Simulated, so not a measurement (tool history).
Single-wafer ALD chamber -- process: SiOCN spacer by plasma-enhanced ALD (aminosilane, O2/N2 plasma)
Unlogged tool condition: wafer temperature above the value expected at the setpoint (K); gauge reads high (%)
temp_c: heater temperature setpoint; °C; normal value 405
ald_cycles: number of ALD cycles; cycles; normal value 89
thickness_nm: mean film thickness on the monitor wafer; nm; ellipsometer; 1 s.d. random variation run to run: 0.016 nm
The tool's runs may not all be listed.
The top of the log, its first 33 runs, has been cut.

run,hour,temp_c,ald_cycles,wafers since the last listed run,hours since the last thermocouple change,hours since the gauge calibration,"read-back reference wafer on the same gauge, thickness_nm",thickness_nm
34,1942.2,411,89,185,366.4,299.8,5.941,5.348
35,2013.8,414,105,184,438.0,371.4,5.938,6.236
36,2057.3,405,96,111,481.5,414.9,5.940,5.871
37,2090.7,405,89,85,514.9,448.3,5.953,5.476
38,2296.5,414,106,529,720.7,654.1,5.943,6.330
39,2328.7,419,84,82,752.9,686.3,5.937,4.936
40,2361.7,405,77,84,785.9,719.3,5.936,4.734
41,2392.9,405,89,80,817.1,750.5,5.951,5.486
42,2432.5,405,89,101,856.7,790.1,5.938,5.479
43,2499.6,413,80,172,923.8,857.2,5.935,4.811
44,2554.9,399,75,142,979.1,912.5,5.950,4.614

3 ways to go on from here, each from the tool as it stands after run 44. What would each give?
A,2555.5,405,89,1,979.7,913.1,?,?
B,2555.5,391,105,1,979.7,913.1,?,?
C,2555.5,412,104,1,979.7,913.1,?,?

run,"read-back reference wafer on the same gauge, thickness_nm",thickness_nm
A,5.940,5.495
B,5.940,6.483
C,5.940,6.285
With the hidden condition removed and each run's random variation left untouched, the same runs would have given:
run,thickness_nm
A,5.413
B,6.483
C,6.171
